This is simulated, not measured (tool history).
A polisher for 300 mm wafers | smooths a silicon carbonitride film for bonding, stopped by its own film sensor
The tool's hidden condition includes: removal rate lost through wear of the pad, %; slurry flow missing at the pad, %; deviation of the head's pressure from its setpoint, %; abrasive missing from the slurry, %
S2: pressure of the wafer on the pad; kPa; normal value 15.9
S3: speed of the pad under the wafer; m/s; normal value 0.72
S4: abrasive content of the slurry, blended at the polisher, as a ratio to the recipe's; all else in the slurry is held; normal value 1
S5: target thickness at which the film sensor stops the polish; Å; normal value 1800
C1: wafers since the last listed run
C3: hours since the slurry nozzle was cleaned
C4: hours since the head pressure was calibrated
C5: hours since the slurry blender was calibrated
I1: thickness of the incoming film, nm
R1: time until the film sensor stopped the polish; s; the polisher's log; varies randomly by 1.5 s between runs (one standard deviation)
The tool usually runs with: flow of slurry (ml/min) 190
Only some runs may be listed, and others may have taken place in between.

{"run": 1, "hour": 0.0, "flow of slurry (ml/min)": 190, "S2": 15.9, "S3": 0.72, "S4": 1, "S5": 1800, "C1": 0, "wafers polished on this pad": 2, "C3": 284, "C4": 990.1, "C5": 157.5, "I1": 204, "R1": 126.4}
{"run": 2, "hour": 40.7, "flow of slurry (ml/min)": 190, "S2": 15.9, "S3": 0.72, "S4": 1, "S5": 1800, "C1": 229, "wafers polished on this pad": 231, "C3": 324.7, "C4": 1030.8, "C5": 198.2, "I1": 199.3, "R1": 108.3}
{"run": 3, "hour": 48.6, "flow of slurry (ml/min)": 190, "S2": 15.9, "S3": 0.72, "S4": 1, "S5": 1800, "C1": 44, "wafers polished on this pad": 276, "C3": 332.6, "C4": 1038.7, "C5": 206.1, "I1": 197.7, "R1": 99.4}
{"run": 4, "hour": 63.9, "flow of slurry (ml/min)": 190, "S2": 15.9, "S3": 0.72, "S4": 1, "S5": 1800, "C1": 86, "wafers polished on this pad": 362, "C3": 347.9, "C4": 1054, "C5": 221.4, "I1": 201.4, "R1": 123.4}
{"run": 5, "hour": 81.5, "flow of slurry (ml/min)": 190, "S2": 15.9, "S3": 0.72, "S4": 1, "S5": 1800, "C1": 99, "wafers polished on this pad": 461, "C3": 365.5, "C4": 1071.6, "C5": 239, "I1": 201.2, "R1": 125}
{"hour": 88.1, "done": "slurry nozzle cleaned"}
{"hour": 97.5, "done": "worn pad replaced by a new one"}
{"hour": 99.2, "done": "head pressure recalibrated"}
{"run": 6, "hour": 99.7, "flow of slurry (ml/min)": 190, "S2": 15.9, "S3": 0.72, "S4": 1, "S5": 1800, "C1": 64, "wafers polished on this pad": 2, "C3": 11.6, "C4": 0.5, "C5": 257.2, "I1": 200.9, "R1": 114.1}
{"run": 7, "hour": 111.8, "flow of slurry (ml/min)": 190, "S2": 15.9, "S3": 0.72, "S4": 1, "S5": 1800, "C1": 68, "wafers polished on this pad": 71, "C3": 23.7, "C4": 12.6, "C5": 269.3, "I1": 199.1, "R1": 105.3}
{"run": 8, "hour": 117.8, "flow of slurry (ml/min)": 190, "S2": 15.9, "S3": 0.54, "S4": 1, "S5": 1800, "C1": 33, "wafers polished on this pad": 104, "C3": 29.7, "C4": 18.6, "C5": 275.3, "I1": 201.9, "R1": 153.2}
{"run": 9, "hour": 129.3, "flow of slurry (ml/min)": 190, "S2": 15.9, "S3": 0.72, "S4": 1, "S5": 1800, "C1": 64, "wafers polished on this pad": 169, "C3": 41.2, "C4": 30.1, "C5": 286.8, "I1": 201.3, "R1": 121.2}
{"run": 10, "hour": 137.3, "flow of slurry (ml/min)": 160, "S2": 11.7, "S3": 0.46, "S4": 1, "S5": 1800, "C1": 45, "wafers polished on this pad": 214, "C3": 49.2, "C4": 38.1, "C5": 294.8, "I1": 197.7, "R1": 201.5}
{"hour": 148.2, "done": "slurry blender recalibrated"}
{"run": 11, "hour": 148.7, "flow of slurry (ml/min)": 190, "S2": 15.9, "S3": 0.72, "S4": 1, "S5": 1800, "C1": 52, "wafers polished on this pad": 267, "C3": 60.6, "C4": 49.5, "C5": 0.5, "I1": 199.5, "R1": 113}
{"run": 12, "hour": 157.6, "flow of slurry (ml/min)": 190, "S2": 15.9, "S3": 0.72, "S4": 1, "S5": 1800, "C1": 50, "wafers polished on this pad": 317, "C3": 69.5, "C4": 58.4, "C5": 9.4, "I1": 201.9, "R1": 130.8}
{"run": 13, "hour": 164.6, "flow of slurry (ml/min)": 170, "S2": 15.9, "S3": 0.9, "S4": 0.7, "S5": 1800, "C1": 39, "wafers polished on this pad": 357, "C3": 76.5, "C4": 65.4, "C5": 16.4, "I1": 201.9, "R1": 124.1}
{"hour": 183.3, "done": "worn pad replaced by a new one"}
{"run": 14, "hour": 183.8, "flow of slurry (ml/min)": 190, "S2": 15.9, "S3": 0.72, "S4": 1, "S5": 1800, "C1": 85, "wafers polished on this pad": 2, "C3": 95.7, "C4": 84.6, "C5": 35.6, "I1": 199.3, "R1": 105}

Run 15, settings as shown, results not yet in. Your forecast:
{"run": 15, "hour": 198.4, "flow of slurry (ml/min)": 190, "S2": 20, "S3": 0.72, "S4": 1, "S5": 1870, "C1": 82, "wafers polished on this pad": 84, "C3": 110.3, "C4": 99.2, "C5": 50.2, "I1": 201.7, "R1": "?"}

{"run 15": {"R1": 63.2}}
The same run, on a tool lacking any hidden state, would have yielded R1 60.3 s.
